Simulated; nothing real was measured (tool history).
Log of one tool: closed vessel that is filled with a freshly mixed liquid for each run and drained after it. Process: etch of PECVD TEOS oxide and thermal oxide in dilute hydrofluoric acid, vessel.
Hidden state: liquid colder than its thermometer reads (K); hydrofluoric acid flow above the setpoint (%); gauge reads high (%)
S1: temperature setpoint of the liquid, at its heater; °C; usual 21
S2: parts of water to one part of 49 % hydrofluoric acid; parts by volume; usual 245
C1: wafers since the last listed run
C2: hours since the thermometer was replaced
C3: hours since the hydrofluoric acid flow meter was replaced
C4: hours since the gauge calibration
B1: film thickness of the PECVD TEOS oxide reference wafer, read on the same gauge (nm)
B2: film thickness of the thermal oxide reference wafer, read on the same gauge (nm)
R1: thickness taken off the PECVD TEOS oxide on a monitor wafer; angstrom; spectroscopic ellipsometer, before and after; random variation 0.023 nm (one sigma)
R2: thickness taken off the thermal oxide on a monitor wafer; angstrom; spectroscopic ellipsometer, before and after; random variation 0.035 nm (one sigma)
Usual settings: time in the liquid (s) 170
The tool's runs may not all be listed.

Run 1, day 0: usual settings; C1 0; C2 1212.3; C3 2049.5; C4 214.4; B1 80.01; B2 50.026. Result: R1 72.3 angstrom, R2 22.98 angstrom.
Run 2, day 0.329: usual settings; C1 576; C2 1220.2; C3 2057.4; C4 222.3; B1 80.03; B2 49.985. Result: R1 72.4 angstrom, R2 23.86 angstrom.
Run 3, day 0.754: usual settings but time in the liquid (s) 210; C1 744; C2 1230.4; C3 2067.6; C4 232.5; B1 80.02; B2 49.977. Result: R1 89.6 angstrom, R2 28.75 angstrom.
Run 4, day 1.092: usual settings but time in the liquid (s) 210; C1 591; C2 1238.5; C3 2075.7; C4 240.6; B1 79.99; B2 49.99. Result: R1 89.3 angstrom, R2 28.9 angstrom.
Run 5, day 1.712: usual settings but time in the liquid (s) 210; C1 1088; C2 1253.4; C3 2090.6; C4 255.5; B1 79.98; B2 50.001. Result: R1 89.5 angstrom, R2 28.64 angstrom.
Run 6, day 2.071: usual settings but S1 18 °C, S2 215 parts by volume; C1 628; C2 1262; C3 2099.2; C4 264.1; B1 79.99; B2 49.972. Result: R1 74.6 angstrom, R2 24.37 angstrom.
Run 7, day 2.583: usual settings but S1 18 °C, S2 215 parts by volume; C1 898; C2 1274.3; C3 2111.5; C4 276.4; B1 80; B2 50.001. Result: R1 74.5 angstrom, R2 24.35 angstrom.
Run 8, day 3.012: usual settings but S1 18 °C, S2 215 parts by volume; C1 752; C2 1284.6; C3 2121.8; C4 286.7; B1 80; B2 50.001. Result: R1 74.4 angstrom, R2 24.49 angstrom.
Run 9, day 3.321: usual settings but S2 280 parts by volume; C1 540; C2 1292; C3 2129.2; C4 294.1; B1 80; B2 49.98. Result: R1 61.1 angstrom, R2 19.51 angstrom.
At day 3.538: thermometer replaced.
Run 10, day 4.004: usual settings but S2 280 parts by volume; C1 1124; C2 11.2; C3 2145.6; C4 310.5; B1 80.02; B2 49.999. Result: R1 68.5 angstrom, R2 21.97 angstrom.
Run 11, day 4.342: usual settings but S1 17.5 °C, time in the liquid (s) 105; C1 591; C2 19.3; C3 2153.7; C4 318.6; B1 80; B2 50.003. Result: R1 43.2 angstrom, R2 14.23 angstrom.
Run 12, day 4.962: usual settings but time in the liquid (s) 95; C1 1088; C2 34.2; C3 2168.6; C4 333.5; B1 80.03; B2 50.001. Result: R1 44.9 angstrom, R2 14.73 angstrom.
At day 5.225: gauge calibrated.
Run 13, day 5.483: usual settings; C1 912; C2 46.7; C3 2181.1; C4 6.2; B1 80.01; B2 49.996. Result: R1 80.9 angstrom, R2 26.62 angstrom.
Run 14, day 6.083: usual settings but S1 17 °C, S2 165 parts by volume, time in the liquid (s) 240; C1 1051; C2 61.1; C3 2195.5; C4 20.6; B1 80; B2 50.009. Result: R1 153.8 angstrom, R2 49.65 angstrom.
Run 15, day 6.512: usual settings but S2 320 parts by volume; C1 752; C2 71.4; C3 2205.8; C4 30.9; B1 79.97; B2 50.022. Result: R1 58.1 angstrom, R2 18.88 angstrom.
Run 16, day 7.092: usual settings; C1 1015; C2 85.3; C3 2219.7; C4 44.8; B1 80.01; B2 50.016. Result: R1 80.4 angstrom, R2 25.99 angstrom.
Run 17, day 7.433: usual settings; C1 598; C2 93.5; C3 2227.9; C4 53; B1 80; B2 50.008. Result: R1 80.5 angstrom, R2 25.9 angstrom.
Run 18, day 7.912: usual settings; C1 839; C2 105; C3 2239.4; C4 64.5; B1 79.99; B2 49.994. Result: R1 80.4 angstrom, R2 25.01 angstrom.
At day 8.712: hydrofluoric acid flow meter replaced.
Run 19, day 9.729: usual settings but S1 17 °C, S2 195 parts by volume, time in the liquid (s) 100; C1 3111; C2 148.6; C3 24.4; C4 108.1; B1 79.98; B2 50.039. Result: R1 45.9 angstrom, R2 14.92 angstrom.
Run 20, day 10.429: usual settings; C1 1226; C2 165.4; C3 41.2; C4 124.9; B1 80.02; B2 50.018. Result: R1 69.7 angstrom, R2 21.96 angstrom.
Run 21, day 11.012: usual settings but S1 19 °C, S2 360 parts by volume, time in the liquid (s) 245; C1 1022; C2 179.4; C3 55.2; C4 138.9; B1 80.01; B2 49.999. Result: R1 57.3 angstrom, R2 18.12 angstrom.
Run 22, day 11.583: usual settings but S1 19.5 °C; C1 1000; C2 193.1; C3 68.9; C4 152.6; B1 80.03; B2 50.003. Result: R1 65.5 angstrom, R2 21.19 angstrom.

Forecast run 23:
Run 23, day 11.858: usual settings but S2 300 parts by volume; C1 482; C2 199.7; C3 75.5; C4 159.2; B1 ?; B2 ?. Result: R1 ?, R2 ?.

{"run 23": {"B1": 80.02, "B2": 50.014, "R1": 53.7, "R2": 17.5}}
Without the tool's hidden state the same run would have given R1 54.5 angstrom, R2 17.77 angstrom.
